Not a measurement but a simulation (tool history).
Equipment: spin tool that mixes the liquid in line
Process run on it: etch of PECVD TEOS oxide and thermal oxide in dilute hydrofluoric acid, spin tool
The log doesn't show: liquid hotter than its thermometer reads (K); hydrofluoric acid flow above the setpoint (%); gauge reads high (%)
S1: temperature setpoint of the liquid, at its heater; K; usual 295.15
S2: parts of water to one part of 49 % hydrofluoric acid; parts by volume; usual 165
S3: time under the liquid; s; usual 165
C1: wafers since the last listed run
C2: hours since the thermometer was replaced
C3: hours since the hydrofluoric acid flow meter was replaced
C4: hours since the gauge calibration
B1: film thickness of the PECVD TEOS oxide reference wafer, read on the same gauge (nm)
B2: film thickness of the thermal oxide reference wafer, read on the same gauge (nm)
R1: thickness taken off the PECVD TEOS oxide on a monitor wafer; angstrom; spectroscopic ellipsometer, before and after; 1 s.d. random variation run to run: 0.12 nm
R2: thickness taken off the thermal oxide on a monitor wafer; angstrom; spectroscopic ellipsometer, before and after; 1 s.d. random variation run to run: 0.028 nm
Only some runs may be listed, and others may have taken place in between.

run 1 day=0 | S1=295.15 S2=165 S3=165 | C1=0 C2=1815.7 C3=663.9 C4=454.1 | B1=90.02 B2=40 | R1=216.7 R2=42.43
run 2 day=0.521 | S1=295.15 S2=165 S3=165 | C1=87 C2=1828.2 C3=676.4 C4=466.6 | B1=89.97 B2=40.008 | R1=216.9 R2=42.75
run 3 day=0.933 | S1=295.15 S2=165 S3=165 | C1=69 C2=1838.1 C3=686.3 C4=476.5 | B1=90 B2=40.003 | R1=219.2 R2=42.87
run 4 day=1.467 | S1=295.15 S2=165 S3=165 | C1=89 C2=1850.9 C3=699.1 C4=489.3 | B1=90.02 B2=39.987 | R1=220.9 R2=42.2
run 5 day=2.146 | S1=295.15 S2=165 S3=165 | C1=114 C2=1867.2 C3=715.4 C4=505.6 | B1=90.01 B2=39.999 | R1=218.2 R2=42.85
run 6 day=2.421 | S1=290.65 S2=165 S3=165 | C1=46 C2=1873.8 C3=722 C4=512.2 | B1=90.04 B2=39.991 | R1=184.2 R2=36.32
run 7 day=2.796 | S1=299.65 S2=110 S3=115 | C1=63 C2=1882.8 C3=731 C4=521.2 | B1=90 B2=40.019 | R1=288.2 R2=57.83
run 8 day=3.108 | S1=295.15 S2=165 S3=165 | C1=52 C2=1890.3 C3=738.5 C4=528.7 | B1=90.02 B2=40.016 | R1=218.6 R2=43.32
run 9 day=3.617 | S1=292.15 S2=120 S3=235 | C1=85 C2=1902.5 C3=750.7 C4=540.9 | B1=89.97 B2=40.027 | R1=400 R2=78.06
-- day=4.933 gauge calibrated
-- day=5.208 thermometer replaced
run 10 day=5.225 | S1=297.15 S2=165 S3=95 | C1=263 C2=0.4 C3=789.3 C4=7 | B1=89.98 B2=40.003 | R1=125.1 R2=24.77
run 11 day=5.746 | S1=290.65 S2=110 S3=120 | C1=87 C2=12.9 C3=801.8 C4=19.5 | B1=90.01 B2=39.985 | R1=194.6 R2=37.89
run 12 day=7.204 | S1=291.65 S2=165 S3=165 | C1=245 C2=47.9 C3=836.8 C4=54.5 | B1=90.02 B2=40.007 | R1=175.2 R2=34.76
-- day=7.775 hydrofluoric acid flow meter replaced
run 13 day=7.8 | S1=298.15 S2=220 S3=130 | C1=93 C2=62.2 C3=0.6 C4=68.8 | B1=89.98 B2=39.975 | R1=126 R2=24.81
run 14 day=8.125 | S1=297.15 S2=165 S3=95 | C1=54 C2=70 C3=8.4 C4=76.6 | B1=90.03 B2=40.003 | R1=126.1 R2=24.93
run 15 day=8.479 | S1=300.15 S2=165 S3=165 | C1=59 C2=78.5 C3=16.9 C4=85.1 | B1=89.96 B2=39.98 | R1=247.7 R2=47.76
run 16 day=8.729 | S1=295.15 S2=165 S3=165 | C1=42 C2=84.5 C3=22.9 C4=91.1 | B1=90.03 B2=40.023 | R1=202.8 R2=39.95
run 17 day=9.458 | S1=295.15 S2=190 S3=200 | C1=122 C2=102 C3=40.4 C4=108.6 | B1=89.98 B2=39.994 | R1=206.8 R2=41.07

Expected results for the next run?
run 18 day=10.067 | S1=295.15 S2=110 S3=165 | C1=102 C2=116.6 C3=55 C4=123.2 | B1=? B2=? | R1=? R2=?

{"run 18": {"B1": 90.06, "B2": 39.981, "R1": 321.4, "R2": 63.62}}
Take away the tool's hidden state, keep the run-to-run variation as it was, and the same run would have given R1 318.1 angstrom, R2 62.96 angstrom.
